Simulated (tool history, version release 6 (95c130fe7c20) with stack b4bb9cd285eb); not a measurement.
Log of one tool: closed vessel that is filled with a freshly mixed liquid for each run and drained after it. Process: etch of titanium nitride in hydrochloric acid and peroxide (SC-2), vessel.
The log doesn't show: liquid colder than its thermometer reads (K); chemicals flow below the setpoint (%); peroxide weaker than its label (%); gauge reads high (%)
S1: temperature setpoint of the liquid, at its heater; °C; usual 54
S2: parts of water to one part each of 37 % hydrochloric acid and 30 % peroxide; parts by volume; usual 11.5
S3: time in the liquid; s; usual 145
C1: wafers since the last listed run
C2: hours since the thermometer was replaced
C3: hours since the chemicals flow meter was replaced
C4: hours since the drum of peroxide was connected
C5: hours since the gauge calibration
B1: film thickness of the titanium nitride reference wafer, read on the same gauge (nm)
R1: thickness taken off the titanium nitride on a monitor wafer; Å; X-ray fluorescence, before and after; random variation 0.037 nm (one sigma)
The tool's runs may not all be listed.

run	hour	S1	S2	S3	C1	C2	C3	C4	C5	B1	R1
1	0	54	11.5	145	0	803.9	946.4	2.5	1595.7	130.023	35.42
2	99.6	54	11.5	145	9561	903.5	1046	102.1	1695.3	130.013	35.1
3	159.4	54	11.5	145	5740	963.3	1105.8	161.9	1755.1	129.982	34.86
4	203.7	54	11.5	145	4252	1007.6	1150.1	206.2	1799.4	129.98	35.25
# hour 231.3: thermometer replaced
5	311.3	54	11.5	145	10233	80	1257.7	313.8	1907	129.971	38.96
6	394.4	56.5	11.5	145	7977	163.1	1340.8	396.9	1990.1	130.016	45.92
7	436.4	56.5	11.5	145	4031	205.1	1382.8	438.9	2032.1	130.011	44.56
8	521.4	59.5	11.5	145	8159	290.1	1467.8	523.9	2117.1	130.003	54.51
9	627	51	11.5	165	10137	395.7	1573.4	629.5	2222.7	130.042	35.52
# hour 685.7: new drum of peroxide connected
10	699.4	51	11.5	165	6854	468.1	1645.8	13.7	2295.1	130.004	34.97
11	785.8	51	11.5	165	8293	554.5	1732.2	100.1	2381.5	130.031	34.55
12	858.8	54	11.5	145	7007	627.5	1805.2	173.1	2454.5	130.001	36.55
13	965.6	54	11.5	145	10252	734.3	1912	279.9	2561.3	130.021	35.81
14	1011.1	54	11.5	145	4367	779.8	1957.5	325.4	2606.8	130.009	36.78
# hour 1019.7: gauge calibrated
15	1101.4	50.5	11.5	145	8668	870.1	2047.8	415.7	81.7	130.034	28.38
16	1157.7	62	11.5	145	5404	926.4	2104.1	472	138	129.996	59.82
17	1227.7	59.5	11.5	145	6719	996.4	2174.1	542	208	130.039	50.47
18	1305.9	54	11.5	145	7506	1074.6	2252.3	620.2	286.2	129.993	35.04
# hour 1392.7: new drum of peroxide connected
19	1398.8	48.5	11.5	210	8821	1167.5	2345.2	6.1	379.1	129.965	34.62
# hour 1440.1: thermometer replaced
20	1487.6	54	9	145	8428	47.5	2434	94.9	467.9	129.993	47.47
21	1529.4	46	14	120	4012	89.3	2475.8	136.7	509.7	129.993	15.64
# hour 1544.6: chemicals flow meter replaced
22	1610.7	54	11.5	145	7708	170.6	66.1	218	591	130.022	38.59
23	1736.1	54	11.5	145	12037	296	191.5	343.4	716.4	129.977	37.65
24	1789.9	60.5	11.5	220	5164	349.8	245.3	397.2	770.2	129.989	84.03
25	1848.2	49.5	5.5	85	5596	408.1	303.6	455.5	828.5	129.993	28.53
26	1949.4	61.5	6	220	9714	509.3	404.8	556.7	929.7	129.988	150.45
27	2034.6	54	11.5	145	8178	594.5	490	641.9	1014.9	129.955	35.91
28	2125.3	51.5	11.5	115	8706	685.2	580.7	732.6	1105.6	130.048	24.18
# hour 2132.5: new drum of peroxide connected
29	2206.4	54	11.5	145	7689	766.3	661.8	73.9	1186.7	130.013	35.73

3 ways to go on from here, each from the tool as it stands after run 29. What would each give?
A	2207.1	54	11.5	145	67	767	662.5	74.6	1187.4	?	?
B	2207.1	54	11.5	85	67	767	662.5	74.6	1187.4	?	?
C	2207.1	54	11.5	195	67	767	662.5	74.6	1187.4	?	?

run	B1	R1
A	129.994	35.43
B	129.994	20.77
C	129.994	47.64
Without the tool's hidden state the same runs would have given:
run	R1
A	39.62
B	23.22
C	53.28
